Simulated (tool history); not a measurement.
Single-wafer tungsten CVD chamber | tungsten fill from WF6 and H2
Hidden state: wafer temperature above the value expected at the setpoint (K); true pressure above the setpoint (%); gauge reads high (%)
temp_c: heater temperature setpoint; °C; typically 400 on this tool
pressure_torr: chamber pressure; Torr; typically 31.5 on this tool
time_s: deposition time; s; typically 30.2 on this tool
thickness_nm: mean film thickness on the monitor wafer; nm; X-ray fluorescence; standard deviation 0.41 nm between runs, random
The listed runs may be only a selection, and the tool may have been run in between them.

run,hour,temp_c,pressure_torr,time_s,wafers since the last listed run,hours since the last thermocouple change,hours since the last manometer calibration,hours since the showerhead was replaced,hours since the gauge calibration,"read-back reference wafer on the same gauge, thickness_nm",thickness_nm
1,0.0,400,27.6,30.2,0,283.5,408.4,6442.1,569.0,107.226,81.308
2,233.7,400,27.6,30.2,9468,517.2,642.1,6675.8,802.7,106.967,82.457
3,295.7,400,27.6,30.2,2511,579.2,704.1,6737.8,864.7,107.074,82.196
4,369.9,400,31.5,30.2,3006,653.4,778.3,6812.0,938.9,107.211,89.520
5,406.7,400,31.5,30.2,1490,690.2,815.1,6848.8,975.7,106.890,89.494
6,500.1,400,31.5,30.2,3784,783.6,908.5,6942.2,1069.1,106.851,89.829
7,580.0,400,31.5,30.2,3237,863.5,988.4,7022.1,1149.0,106.944,89.540
8,902.3,400,31.5,30.2,13058,1185.8,1310.7,7344.4,1471.3,106.996,89.551
9,996.9,400,31.5,30.2,3832,1280.4,1405.3,7439.0,1565.9,106.978,89.663
10,1033.4,400,31.5,30.2,1478,1316.9,1441.8,7475.5,1602.4,107.031,89.632
# hour 1067.3: thermocouple changed; heater temperature recalibrated
11,1102.1,400,27.4,27.4,2459,34.8,1510.5,7544.2,1671.1,106.816,73.970
12,1165.7,400,27.4,27.4,2576,98.4,1574.1,7607.8,1734.7,106.959,74.205
# hour 1167.8: gauge calibrated
13,1262.0,400,33.4,30.2,3901,194.7,1670.4,7704.1,94.2,106.995,92.371
14,1335.3,406,31.5,30.2,2969,268.0,1743.7,7777.4,167.5,107.040,98.783
15,1433.2,394,31.5,30.2,3966,365.9,1841.6,7875.3,265.4,107.079,81.428
16,1529.2,394,31.5,30.2,3889,461.9,1937.6,7971.3,361.4,106.964,81.429
# hour 1596.2: capacitance manometer re-zeroed and calibrated
17,1596.7,407,31.5,30.2,2410,529.4,0.5,8038.8,428.9,107.175,99.201
18,1687.0,400,31.5,30.2,3658,619.7,90.8,8129.1,519.2,106.906,89.217
19,1744.1,400,28.2,30.2,2313,676.8,147.9,8186.2,576.3,106.859,83.016
# hour 1754.8: showerhead replaced
20,1846.9,386,31.5,27.4,3840,779.6,250.7,92.1,679.1,106.953,64.166
21,1898.1,392,31.5,25.7,2074,830.8,301.9,143.3,730.3,107.061,66.807
22,1960.0,400,27.1,30.2,2507,892.7,363.8,205.2,792.2,107.051,80.745
23,2063.6,404,31.5,30.2,4197,996.3,467.4,308.8,895.8,107.013,95.034
24,2154.8,406,36.7,30.2,3695,1087.5,558.6,400.0,987.0,107.014,107.606
25,2203.6,400,34.8,30.2,1977,1136.3,607.4,448.8,1035.8,106.925,95.641
# hour 2233.0: thermocouple changed; heater temperature recalibrated
26,2271.8,400,37.4,30.2,2439,38.8,675.6,517.0,1104.0,107.028,99.909
27,2368.9,400,31.5,30.2,3934,135.9,772.7,614.1,1201.1,107.040,89.334
28,2416.9,395,36.4,30.2,1944,183.9,820.7,662.1,1249.1,106.784,89.940
29,2493.7,400,31.5,30.2,3111,260.7,897.5,738.9,1325.9,107.080,90.578
30,2549.7,400,31.5,30.2,2268,316.7,953.5,794.9,1381.9,106.953,90.364
31,2590.1,386,34.4,26.8,1636,357.1,993.9,835.3,1422.3,106.965,66.647
32,2631.7,400,31.5,30.2,1685,398.7,1035.5,876.9,1463.9,107.197,90.086
33,2686.9,414,36.0,25.7,2236,453.9,1090.7,932.1,1519.1,106.819,102.793
# hour 2718.6: gauge calibrated
34,2730.0,405,31.5,26.4,1746,497.0,1133.8,975.2,11.4,107.218,83.827

Below are 4 alternative next runs, each starting from the tool's condition after run 34. Predict each:
A,2730.4,400,31.5,30.2,16,497.4,1134.2,975.6,11.8,?,?
B,2730.4,400,28.9,28.2,16,497.4,1134.2,975.6,11.8,?,?
C,2730.4,385,38.6,32.9,16,497.4,1134.2,975.6,11.8,?,?
D,2730.4,400,31.5,24.9,16,497.4,1134.2,975.6,11.8,?,?

run,"read-back reference wafer on the same gauge, thickness_nm",thickness_nm
A,106.936,89.656
B,106.936,79.042
C,106.936,86.255
D,106.936,73.863
With no hidden state in the tool, these same runs would have given:
run,thickness_nm
A,89.656
B,79.042
C,86.255
D,73.863
